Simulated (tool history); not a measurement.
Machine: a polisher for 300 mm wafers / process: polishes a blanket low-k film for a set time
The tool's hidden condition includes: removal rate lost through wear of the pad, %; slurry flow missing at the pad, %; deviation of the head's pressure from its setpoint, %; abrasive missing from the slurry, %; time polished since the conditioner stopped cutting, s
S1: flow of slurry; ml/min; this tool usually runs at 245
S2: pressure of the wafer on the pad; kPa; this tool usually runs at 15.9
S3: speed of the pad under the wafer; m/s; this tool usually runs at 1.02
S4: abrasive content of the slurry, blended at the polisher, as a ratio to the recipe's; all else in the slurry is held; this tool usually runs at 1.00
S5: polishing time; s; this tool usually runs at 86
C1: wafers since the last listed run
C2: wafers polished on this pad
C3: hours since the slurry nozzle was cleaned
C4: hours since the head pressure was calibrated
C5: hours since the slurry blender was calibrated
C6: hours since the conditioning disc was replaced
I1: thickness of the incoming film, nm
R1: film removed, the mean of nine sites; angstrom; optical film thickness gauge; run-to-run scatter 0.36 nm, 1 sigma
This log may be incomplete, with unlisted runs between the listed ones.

run    hour   S1    S2    S3    S4   S5    C1    C2     C3     C4     C5     C6     I1   R1
  1     0.0  245  17.2  1.10  1.00   86     0   341   69.2  567.7  271.5  321.5  636.8  553
  2    56.9  305  15.9  1.14  1.00   86   473   814  126.1  624.6  328.4  378.4  646.7  535
       74.0  -- conditioning disc replaced and pad reconditioned
      123.6  -- slurry blender recalibrated
      136.3  -- head pressure recalibrated
  3   223.2  305  15.9  1.14  1.00   86  1333  2148  292.4   86.9   99.6  149.2  640.0  505
  4   291.8  245  15.9  1.02  1.00   86   570  2719  361.0  155.5  168.2  217.8  649.6  427
      301.1  -- slurry nozzle cleaned
      327.4  -- worn pad replaced by a new one
  5   361.9  245  14.5  0.82  1.00   86   541   286   60.8  225.6  238.3  287.9  653.8  386
  6   414.5  245  14.5  0.82  1.00   86   437   724  113.4  278.2  290.9  340.5  641.7  375
      456.0  -- slurry blender recalibrated
      464.4  -- conditioning disc replaced and pad reconditioned
  7   469.3  245  14.5  0.82  1.00   86   422  1147  168.2  333.0   13.3    4.9  644.4  368
  8   532.8  220  15.9  1.02  1.00   86   528  1675  231.7  396.5   76.8   68.4  656.7  447
  9   601.3  165  15.9  1.16  1.00   86   570  2245  300.2  465.0  145.3  136.9  653.7  444
 10   631.2  245  15.9  1.12  1.00   86   248  2494  330.1  494.9  175.2  166.8  655.7  463
      650.2  -- slurry nozzle cleaned
 11   689.3  245  17.9  1.02  1.00   86   475  2969   39.1  553.0  233.3  224.9  653.7  486
      725.6  -- worn pad replaced by a new one
 12   726.7  165  15.9  1.16  1.00   86   277     9   76.5  590.4  270.7  262.3  655.2  515
      740.1  -- head pressure recalibrated
      757.4  -- slurry blender recalibrated
 13   777.8  245  15.9  1.02  1.00   86   391   401  127.6   37.7   20.4  313.4  652.2  485
      788.5  -- conditioning disc replaced and pad reconditioned
 14   804.4  245  15.9  1.02  1.00   86   204   605  154.2   64.3   47.0   15.9  657.1  483
 15   837.0  245  15.9  1.18  1.00   86   271   877  186.8   96.9   79.6   48.5  651.2  535
 16   875.3  195  15.9  1.02  1.00   73   318  1195  225.1  135.2  117.9   86.8  654.0  379
 17   927.3  270  15.9  0.92  1.00  105   432  1628  277.1  187.2  169.9  138.8  661.2  521
 18   989.5  245  15.9  1.02  1.00   86   517  2146  339.3  249.4  232.1  201.0  647.1  437
     1042.9  -- slurry nozzle cleaned
 19  1048.8  215  15.9  1.02  1.00  113   485  2631    5.9  308.7  291.4  260.3  648.8  598
 20  1080.9  245  21.4  1.02  1.00   86   267  2898   38.0  340.8  323.5  292.4  635.6  563
     1095.7  -- worn pad replaced by a new one
     1123.0  -- slurry blender recalibrated
 21  1140.0  180  15.9  1.02  1.00   77   441   352   97.1  399.9   17.0  351.5  644.0  410
     1152.1  -- conditioning disc replaced and pad reconditioned
 22  1177.9  215  15.9  1.02  1.00   78   298   650  135.0  437.8   54.9   25.8  662.3  421
 23  1210.1  245  11.0  1.02  1.10   86   267   918  167.2  470.0   87.1   58.0  637.2  394
 24  1237.1  185  14.5  1.02  0.75  103   224  1143  194.2  497.0  114.1   85.0  647.9  435

Branching from run 24: 5 alternative next runs. What would each branch give?
  A  1237.6  245  15.9  1.02  1.00  70   4  1147  194.7  497.5  114.6  85.5  657.6   ?
  B  1237.6  245  13.1  1.02  1.00  68   4  1147  194.7  497.5  114.6  85.5  657.6   ?
  C  1237.6  245  15.9  0.86  1.00  86   4  1147  194.7  497.5  114.6  85.5  657.6   ?
  D  1237.6  245  18.6  1.34  1.25  65   4  1147  194.7  497.5  114.6  85.5  657.6   ?
  E  1237.6  290  15.9  0.74  1.20  69   4  1147  194.7  497.5  114.6  85.5  657.6   ?

run   R1
  A  380
  B  326
  C  407
  D  537
  E  320
Had the tool no hidden state, the same runs would have come out as:
run   R1
  A  412
  B  353
  C  441
  D  582
  E  345
